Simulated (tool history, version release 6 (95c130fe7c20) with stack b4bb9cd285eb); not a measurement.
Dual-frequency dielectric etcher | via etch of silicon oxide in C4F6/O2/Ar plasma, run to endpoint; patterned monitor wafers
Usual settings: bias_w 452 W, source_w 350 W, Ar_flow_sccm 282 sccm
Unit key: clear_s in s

| run | hour | bias_w | source_w | Ar_flow_sccm | incoming incoming film thickness, nm | clear_s |
|---|---|---|---|---|---|---|
| 1 | 0 | 452 | 350 | 282 | 64.7 | 15.7 |
| 2 | 62 | 452 | 350 | 282 | 65.1 | 16 |
| 3 | 105.1 | 452 | 350 | 282 | 64.5 | 15.8 |
|  | 149.5 | wet clean of the chamber |
| 4 | 161.3 | 452 | 290 | 282 | 64.7 | 16.5 |
| 5 | 221 | 452 | 290 | 282 | 64.4 | 16.4 |
| 6 | 257.6 | 452 | 290 | 282 | 64.6 | 16.5 |
| 7 | 313.3 | 452 | 350 | 282 | 65 | 15.7 |
| 8 | 376.9 | 452 | 350 | 282 | 65.1 | 15.9 |
| 9 | 403.4 | 452 | 350 | 282 | 64.9 | 15.8 |
|  | 457.4 | Ar flow controller replaced |
| 10 | 470.7 | 452 | 350 | 282 | 65.5 | 15.9 |
| 11 | 523.4 | 494 | 350 | 336 | 65.7 | 15.9 |
|  | 559.2 | wet clean of the chamber |
| 12 | 559.7 | 494 | 350 | 336 | 65.2 | 15.2 |
|  | 576.8 | bias power generator calibrated |
| 13 | 598.9 | 452 | 310 | 282 | 64.7 | 16.2 |
| 14 | 636.6 | 391 | 390 | 351 | 64.6 | 16.3 |
|  | 672.7 | source power generator calibrated |
| 15 | 675.5 | 452 | 310 | 217 | 64.6 | 15.7 |
| 16 | 742.9 | 374 | 350 | 259 | 64.8 | 16.9 |
| 17 | 788.9 | 526 | 310 | 282 | 64.8 | 15.5 |
| 18 | 842.4 | 350 | 350 | 282 | 64.7 | 17.4 |
|  | 875.7 | upper electrode replaced |
| 19 | 902.2 | 452 | 410 | 342 | 64.2 | 15.2 |
| 20 | 953.9 | 452 | 350 | 282 | 65.1 | 16 |
|  | 991.7 | wet clean of the chamber |
| 21 | 1016.1 | 351 | 420 | 311 | 64.5 | 16.2 |
| 22 | 1056.3 | 452 | 350 | 282 | 64.1 | 15.4 |
| 23 | 1110.2 | 452 | 300 | 282 | 65 | 16.4 |
| 24 | 1148 | 383 | 430 | 330 | 64.7 | 15.7 |
| 25 | 1209.2 | 399 | 270 | 243 | 64.5 | 17.7 |
| 26 | 1241.8 | 391 | 430 | 239 | 64.9 | 15.3 |

5 options for the next run, each taken on its own from the tool as it stands now. Forecast them:
| A | 1242.2 | 452 | 350 | 221 | 64.4 | ? |
| B | 1242.2 | 515 | 290 | 261 | 64.4 | ? |
| C | 1242.2 | 408 | 280 | 306 | 64.4 | ? |
| D | 1242.2 | 393 | 350 | 214 | 64.4 | ? |
| E | 1242.2 | 533 | 280 | 282 | 64.4 | ? |

| run | clear_s |
|---|---|
| A | 15.3 |
| B | 15.7 |
| C | 17.7 |
| D | 16.2 |
| E | 15.8 |
The same runs, with their run-to-run variation unchanged, on a tool lacking any hidden condition would have given:
| run | clear_s |
|---|---|
| A | 15.1 |
| B | 15.4 |
| C | 17.5 |
| D | 15.9 |
| E | 15.5 |
